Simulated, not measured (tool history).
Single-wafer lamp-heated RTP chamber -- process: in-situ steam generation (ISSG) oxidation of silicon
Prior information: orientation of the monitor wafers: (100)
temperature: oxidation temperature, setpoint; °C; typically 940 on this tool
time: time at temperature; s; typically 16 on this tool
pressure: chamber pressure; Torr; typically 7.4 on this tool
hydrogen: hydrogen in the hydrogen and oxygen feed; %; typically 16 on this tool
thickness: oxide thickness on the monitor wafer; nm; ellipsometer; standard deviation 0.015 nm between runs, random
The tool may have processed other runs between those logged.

run	hour	temperature	time	pressure	hydrogen	wafers since the last listed run	wafers since the last pyrometer calibration	hours since the pressure gauge was zeroed	hours since the hydrogen flow controller was replaced	hours since the gauge calibration	read-back reference wafer on the same gauge, thickness	thickness
1	0.0	940	16	7.4	16	0	1052	0.5	5173.6	213.0	3.914	3.732
2	11.6	940	16	7.4	16	112	1165	12.1	5185.2	224.6	3.921	3.735
3	29.4	940	16	7.4	16	173	1338	29.9	5203.0	242.4	3.915	3.726
4	35.7	940	16	7.4	16	61	1400	36.2	5209.3	248.7	3.918	3.684
5	50.4	940	16	7.4	16	142	1543	50.9	5224.0	263.4	3.921	3.714
6	63.1	940	16	7.4	16	123	1666	63.6	5236.7	276.1	3.916	3.721
7	75.9	929	16	8.4	16	124	1791	76.4	5249.5	288.9	3.919	3.656
8	93.0	940	16	7.9	13	166	1957	93.5	5266.6	306.0	3.927	3.545
9	100.5	940	10	6.9	16	72	2030	101.0	5274.1	313.5	3.926	3.102
10	106.8	940	16	7.4	16	61	2091	107.3	5280.4	319.8	3.921	3.724
11	114.0	940	11	6.9	25	70	2161	114.5	5287.6	327.0	3.918	3.642
12	130.5	958	16	7.4	13	160	2322	131.0	5304.1	343.5	3.919	3.726
13	137.8	940	16	7.4	16	70	2393	138.3	5311.4	350.8	3.916	3.693
# hour 150.2: pyrometer window cleaned and pyrometer calibrated
14	154.9	940	16	7.4	22	88	45	155.4	5328.5	367.9	3.913	4.023
15	169.4	940	19	7.4	16	141	186	169.9	5343.0	382.4	3.917	3.993
16	184.9	940	16	7.4	16	150	337	185.4	5358.5	397.9	3.916	3.728
17	194.4	940	22	6.9	11	92	429	194.9	5368.0	407.4	3.923	3.891
# hour 203.8: hydrogen flow controller replaced
18	204.3	955	16	8.5	13	18	448	204.8	0.5	417.3	3.920	3.702
19	215.6	940	16	7.0	20	109	558	216.1	11.8	428.6	3.912	3.901
20	247.6	940	16	6.9	16	311	869	248.1	43.8	460.6	3.919	3.707
# hour 253.6: gauge calibrated
21	262.3	948	13	7.4	23	142	1012	262.8	58.5	8.7	3.927	3.865
22	272.7	927	12	7.0	16	101	1113	273.2	68.9	19.1	3.928	3.239
23	287.8	923	16	7.4	11	146	1260	288.3	84.0	34.2	3.919	3.270
24	302.2	928	16	7.4	23	140	1400	302.7	98.4	48.6	3.919	3.942
25	310.7	940	13	7.4	16	82	1482	311.2	106.9	57.1	3.920	3.459
26	319.0	922	21	7.4	16	80	1563	319.5	115.2	65.4	3.928	3.976
27	335.9	940	21	7.4	11	164	1728	336.4	132.1	82.3	3.918	3.850
28	346.5	958	16	7.4	13	103	1831	347.0	142.7	92.9	3.915	3.743
29	360.2	959	13	8.6	11	133	1964	360.7	156.4	106.6	3.922	3.329
30	385.6	940	16	7.4	16	247	2211	386.1	181.8	132.0	3.916	3.719

What was the tool's hidden state at every run in the log?
true wafer temperature minus pyrometer reading, K: 0 in every run
true pressure minus gauge reading, Torr: 0 in every run
deviation of the hydrogen flow from its setpoint, %: 0 in every run
gauge reads high (%): 0 in every run
